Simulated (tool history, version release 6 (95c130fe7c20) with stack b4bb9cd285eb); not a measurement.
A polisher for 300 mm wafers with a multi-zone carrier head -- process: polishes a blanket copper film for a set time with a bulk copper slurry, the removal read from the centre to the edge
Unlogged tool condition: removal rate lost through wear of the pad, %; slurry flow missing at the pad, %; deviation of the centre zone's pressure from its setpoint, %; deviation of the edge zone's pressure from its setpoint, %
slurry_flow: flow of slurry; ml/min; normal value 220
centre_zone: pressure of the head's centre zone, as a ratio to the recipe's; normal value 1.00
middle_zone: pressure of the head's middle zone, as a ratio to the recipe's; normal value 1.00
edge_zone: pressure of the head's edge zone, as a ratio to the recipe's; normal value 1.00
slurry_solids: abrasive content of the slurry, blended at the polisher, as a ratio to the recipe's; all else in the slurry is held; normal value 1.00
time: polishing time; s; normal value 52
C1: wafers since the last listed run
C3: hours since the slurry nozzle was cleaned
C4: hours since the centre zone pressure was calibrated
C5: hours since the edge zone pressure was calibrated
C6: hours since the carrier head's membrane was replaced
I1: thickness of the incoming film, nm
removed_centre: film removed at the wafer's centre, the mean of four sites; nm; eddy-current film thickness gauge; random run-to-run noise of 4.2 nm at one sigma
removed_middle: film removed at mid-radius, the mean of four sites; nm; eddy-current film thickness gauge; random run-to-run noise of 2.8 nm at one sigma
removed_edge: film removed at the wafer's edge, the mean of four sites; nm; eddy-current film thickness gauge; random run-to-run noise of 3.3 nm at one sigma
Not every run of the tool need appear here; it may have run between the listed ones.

Run 1, hour 0.0: usual settings; C1 0; wafers polished on this pad 883; C3 762.9; C4 65.0; C5 204.3; C6 2.4; I1 3434.4. Result: removed_centre 332.0 nm, removed_middle 316.2 nm, removed_edge 321.4 nm.
At hour 22.7: slurry nozzle cleaned.
Run 2, hour 47.9: usual settings; C1 685; wafers polished on this pad 1568; C3 25.2; C4 112.9; C5 252.2; C6 50.3; I1 3399.5. Result: removed_centre 325.2 nm, removed_middle 314.6 nm, removed_edge 319.0 nm.
Run 3, hour 95.5: usual settings; C1 695; wafers polished on this pad 2264; C3 72.8; C4 160.5; C5 299.8; C6 97.9; I1 3524.1. Result: removed_centre 327.6 nm, removed_middle 316.7 nm, removed_edge 327.1 nm.
Run 4, hour 144.3: usual settings; C1 713; wafers polished on this pad 2978; C3 121.6; C4 209.3; C5 348.6; C6 146.7; I1 3534.0. Result: removed_centre 323.7 nm, removed_middle 320.4 nm, removed_edge 320.9 nm.
At hour 171.7: edge zone pressure recalibrated.
Run 5, hour 203.0: usual settings but edge_zone 0.95, time 56 s; C1 828; wafers polished on this pad 3807; C3 180.3; C4 268.0; C5 31.3; C6 205.4; I1 3456.2. Result: removed_centre 353.1 nm, removed_middle 337.6 nm, removed_edge 336.7 nm.
Run 6, hour 267.5: usual settings; C1 942; wafers polished on this pad 4750; C3 244.8; C4 332.5; C5 95.8; C6 269.9; I1 3487.8. Result: removed_centre 329.5 nm, removed_middle 317.4 nm, removed_edge 326.2 nm.
At hour 308.0: centre zone pressure recalibrated.
At hour 311.1: worn pad replaced by a new one.
Run 7, hour 311.6: usual settings but centre_zone 0.96, middle_zone 1.08, slurry_solids 0.80, time 35 s; C1 569; wafers polished on this pad 6; C3 288.9; C4 3.6; C5 139.9; C6 314.0; I1 3455.8. Result: removed_centre 197.9 nm, removed_middle 216.9 nm, removed_edge 202.2 nm.
Run 8, hour 371.7: usual settings; C1 878; wafers polished on this pad 885; C3 349.0; C4 63.7; C5 200.0; C6 374.1; I1 3496.2. Result: removed_centre 330.5 nm, removed_middle 316.7 nm, removed_edge 320.4 nm.
Run 9, hour 399.4: usual settings but edge_zone 0.92; C1 404; wafers polished on this pad 1290; C3 376.7; C4 91.4; C5 227.7; C6 401.8; I1 3439.5. Result: removed_centre 325.5 nm, removed_middle 312.0 nm, removed_edge 306.7 nm.
Run 10, hour 469.3: usual settings but middle_zone 1.04, time 43 s; C1 1021; wafers polished on this pad 2312; C3 446.6; C4 161.3; C5 297.6; C6 471.7; I1 3433.9. Result: removed_centre 279.3 nm, removed_middle 273.9 nm, removed_edge 267.9 nm.
At hour 519.7: edge zone pressure recalibrated.
Run 11, hour 520.0: usual settings but centre_zone 0.91; C1 711; wafers polished on this pad 3024; C3 497.3; C4 212.0; C5 0.3; C6 522.4; I1 3486.7. Result: removed_centre 296.0 nm, removed_middle 324.5 nm, removed_edge 327.7 nm.
Run 12, hour 571.5: usual settings; C1 752; wafers polished on this pad 3777; C3 548.8; C4 263.5; C5 51.8; C6 573.9; I1 3464.4. Result: removed_centre 326.4 nm, removed_middle 321.6 nm, removed_edge 325.7 nm.
At hour 607.9: worn pad replaced by a new one.
Run 13, hour 628.4: usual settings but centre_zone 1.10, edge_zone 0.94; C1 773; wafers polished on this pad 299; C3 605.7; C4 320.4; C5 108.7; C6 630.8; I1 3440.3. Result: removed_centre 364.4 nm, removed_middle 315.2 nm, removed_edge 315.5 nm.
At hour 659.3: centre zone pressure recalibrated.
Run 14, hour 667.2: usual settings but middle_zone 1.08; C1 537; wafers polished on this pad 837; C3 644.5; C4 7.9; C5 147.5; C6 669.6; I1 3467.7. Result: removed_centre 329.3 nm, removed_middle 336.3 nm, removed_edge 330.5 nm.
At hour 686.1: slurry nozzle cleaned.
Run 15, hour 729.3: usual settings but slurry_flow 255 ml/min, slurry_solids 0.85, time 65 s; C1 893; wafers polished on this pad 1730; C3 43.2; C4 70.0; C5 209.6; C6 731.7; I1 3436.2. Result: removed_centre 400.7 nm, removed_middle 385.2 nm, removed_edge 395.0 nm.
Run 16, hour 766.4: usual settings but slurry_flow 180 ml/min, slurry_solids 0.75, time 68 s; C1 542; wafers polished on this pad 2273; C3 80.3; C4 107.1; C5 246.7; C6 768.8; I1 3420.2. Result: removed_centre 388.4 nm, removed_middle 367.2 nm, removed_edge 378.8 nm.
Run 17, hour 794.3: usual settings but slurry_solids 0.70; C1 407; wafers polished on this pad 2680; C3 108.2; C4 135.0; C5 274.6; C6 796.7; I1 3466.0. Result: removed_centre 298.8 nm, removed_middle 286.1 nm, removed_edge 292.5 nm.
Run 18, hour 838.0: usual settings but slurry_solids 0.75, time 46 s; C1 638; wafers polished on this pad 3319; C3 151.9; C4 178.7; C5 318.3; C6 840.4; I1 3452.9. Result: removed_centre 268.5 nm, removed_middle 259.4 nm, removed_edge 266.9 nm.
At hour 853.0: edge zone pressure recalibrated.
Run 19, hour 902.1: usual settings but slurry_flow 170 ml/min, centre_zone 1.04, time 59 s; C1 907; wafers polished on this pad 4227; C3 216.0; C4 242.8; C5 49.1; C6 904.5; I1 3460.4. Result: removed_centre 358.2 nm, removed_middle 342.0 nm, removed_edge 359.3 nm.
At hour 930.7: carrier head's membrane replaced by a new one.
Run 20, hour 940.0: usual settings; C1 480; wafers polished on this pad 4708; C3 253.9; C4 280.7; C5 87.0; C6 9.3; I1 3481.6. Result: removed_centre 328.8 nm, removed_middle 318.8 nm, removed_edge 325.9 nm.
At hour 952.7: worn pad replaced by a new one.
Run 21, hour 998.3: usual settings; C1 793; wafers polished on this pad 666; C3 312.2; C4 339.0; C5 145.3; C6 67.6; I1 3478.7. Result: removed_centre 332.0 nm, removed_middle 318.9 nm, removed_edge 323.7 nm.
At hour 1002.1: centre zone pressure recalibrated.
Run 22, hour 1063.7: usual settings; C1 926; wafers polished on this pad 1593; C3 377.6; C4 61.6; C5 210.7; C6 133.0; I1 3442.4. Result: removed_centre 323.9 nm, removed_middle 312.0 nm, removed_edge 323.3 nm.

3 ways to go on from here, each from the tool as it stands after run 22. What would each give?
Run A, hour 1064.1: usual settings but slurry_flow 240 ml/min; C1 5; wafers polished on this pad 1599; C3 378.0; C4 62.0; C5 211.1; C6 133.4; I1 3441.0. Result: removed_centre ?, removed_middle ?, removed_edge ?.
Run B, hour 1064.1: usual settings but edge_zone 0.93, time 57 s; C1 5; wafers polished on this pad 1599; C3 378.0; C4 62.0; C5 211.1; C6 133.4; I1 3441.0. Result: removed_centre ?, removed_middle ?, removed_edge ?.
Run C, hour 1064.1: usual settings but time 45 s; C1 5; wafers polished on this pad 1599; C3 378.0; C4 62.0; C5 211.1; C6 133.4; I1 3441.0. Result: removed_centre ?, removed_middle ?, removed_edge ?.

run  removed_centre  removed_middle  removed_edge
  A           333.1           324.6         323.3
  B           360.4           351.6         339.3
  C           284.5           277.5         277.3
What these runs would have given with no unlogged condition in the tool:
run  removed_centre  removed_middle  removed_edge
  A           333.1           324.6         323.3
  B           360.4           351.6         339.3
  C           284.5           277.5         277.3
